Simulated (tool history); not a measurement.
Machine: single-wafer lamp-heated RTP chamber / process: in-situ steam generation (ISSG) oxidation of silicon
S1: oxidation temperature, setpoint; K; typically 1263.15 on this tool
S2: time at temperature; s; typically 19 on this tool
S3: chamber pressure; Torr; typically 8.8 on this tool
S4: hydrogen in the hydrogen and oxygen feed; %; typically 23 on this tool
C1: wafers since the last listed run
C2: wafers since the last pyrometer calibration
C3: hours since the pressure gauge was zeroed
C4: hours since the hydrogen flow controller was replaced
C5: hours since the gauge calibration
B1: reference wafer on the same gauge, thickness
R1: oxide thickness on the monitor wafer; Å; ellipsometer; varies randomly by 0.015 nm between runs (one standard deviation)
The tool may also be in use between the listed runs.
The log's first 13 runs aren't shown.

run 14 hour=865.2 | S1=1282.15 S2=19 S3=8.8 S4=23 | C1=359 C2=1366 C3=108.4 C4=1256.0 C5=2721.6 | B1=6.215 | R1=63.31
-- hour=890.1 gauge calibrated
run 15 hour=923.1 | S1=1247.15 S2=13 S3=8.3 S4=20 | C1=465 C2=1831 C3=166.3 C4=1313.9 C5=33.0 | B1=6.210 | R1=46.13
run 16 hour=998.9 | S1=1245.15 S2=16 S3=7.5 S4=26 | C1=608 C2=2440 C3=242.1 C4=1389.7 C5=108.8 | B1=6.211 | R1=53.27
run 17 hour=1095.9 | S1=1256.15 S2=19 S3=8.8 S4=32 | C1=779 C2=3219 C3=339.1 C4=1486.7 C5=205.8 | B1=6.210 | R1=62.69
run 18 hour=1135.0 | S1=1280.15 S2=19 S3=8.8 S4=23 | C1=314 C2=3533 C3=378.2 C4=1525.8 C5=244.9 | B1=6.211 | R1=63.67
run 19 hour=1179.2 | S1=1263.15 S2=12 S3=7.3 S4=13 | C1=355 C2=3888 C3=422.4 C4=1570.0 C5=289.1 | B1=6.205 | R1=42.47
run 20 hour=1233.1 | S1=1282.15 S2=15 S3=8.8 S4=30 | C1=432 C2=4321 C3=476.3 C4=1623.9 C5=343.0 | B1=6.209 | R1=61.69
run 21 hour=1274.9 | S1=1249.15 S2=19 S3=8.8 S4=32 | C1=335 C2=4657 C3=518.1 C4=1665.7 C5=384.8 | B1=6.212 | R1=61.47
-- hour=1303.4 pyrometer window cleaned and pyrometer calibrated
run 22 hour=1313.5 | S1=1263.15 S2=19 S3=8.8 S4=23 | C1=245 C2=81 C3=556.7 C4=1704.3 C5=423.4 | B1=6.212 | R1=59.00
run 23 hour=1376.3 | S1=1251.15 S2=11 S3=8.8 S4=23 | C1=504 C2=585 C3=619.5 C4=1767.1 C5=486.2 | B1=6.206 | R1=44.71
run 24 hour=1427.3 | S1=1248.15 S2=19 S3=8.8 S4=23 | C1=409 C2=995 C3=670.5 C4=1818.1 C5=537.2 | B1=6.213 | R1=55.78
run 25 hour=1476.3 | S1=1263.15 S2=19 S3=8.8 S4=23 | C1=393 C2=1388 C3=719.5 C4=1867.1 C5=586.2 | B1=6.213 | R1=58.86
run 26 hour=1535.8 | S1=1263.15 S2=19 S3=8.8 S4=23 | C1=477 C2=1866 C3=779.0 C4=1926.6 C5=645.7 | B1=6.212 | R1=59.01
run 27 hour=1573.0 | S1=1279.15 S2=24 S3=9.7 S4=28 | C1=298 C2=2165 C3=816.2 C4=1963.8 C5=682.9 | B1=6.211 | R1=72.68
run 28 hour=1672.3 | S1=1263.15 S2=24 S3=8.8 S4=23 | C1=797 C2=2963 C3=915.5 C4=2063.1 C5=782.2 | B1=6.208 | R1=66.18
run 29 hour=1759.2 | S1=1263.15 S2=13 S3=9.9 S4=16 | C1=698 C2=3661 C3=1002.4 C4=2150.0 C5=869.1 | B1=6.208 | R1=45.80
run 30 hour=1814.3 | S1=1245.15 S2=23 S3=7.6 S4=23 | C1=442 C2=4103 C3=1057.5 C4=2205.1 C5=924.2 | B1=6.212 | R1=61.24

5 ways to go on from here, each from the tool as it stands after run 30. What would each give?
run A hour=1814.7 | S1=1263.15 S2=19 S3=8.8 S4=23 | C1=3 C2=4106 C3=1057.9 C4=2205.5 C5=924.6 | B1=? | R1=?
run B hour=1814.7 | S1=1273.15 S2=19 S3=8.8 S4=23 | C1=3 C2=4106 C3=1057.9 C4=2205.5 C5=924.6 | B1=? | R1=?
run C hour=1814.7 | S1=1258.15 S2=17 S3=7.6 S4=20 | C1=3 C2=4106 C3=1057.9 C4=2205.5 C5=924.6 | B1=? | R1=?
run D hour=1814.7 | S1=1263.15 S2=15 S3=10.2 S4=26 | C1=3 C2=4106 C3=1057.9 C4=2205.5 C5=924.6 | B1=? | R1=?
run E hour=1814.7 | S1=1263.15 S2=19 S3=8.8 S4=32 | C1=3 C2=4106 C3=1057.9 C4=2205.5 C5=924.6 | B1=? | R1=?

run=A B1=6.209 R1=60.01
run=B B1=6.209 R1=62.49
run=C B1=6.209 R1=54.49
run=D B1=6.209 R1=54.21
run=E B1=6.209 R1=65.04
Without the tool's hidden state the same runs would have given:
run=A R1=58.69
run=B R1=61.03
run=C R1=53.37
run=D R1=53.11
run=E R1=63.61
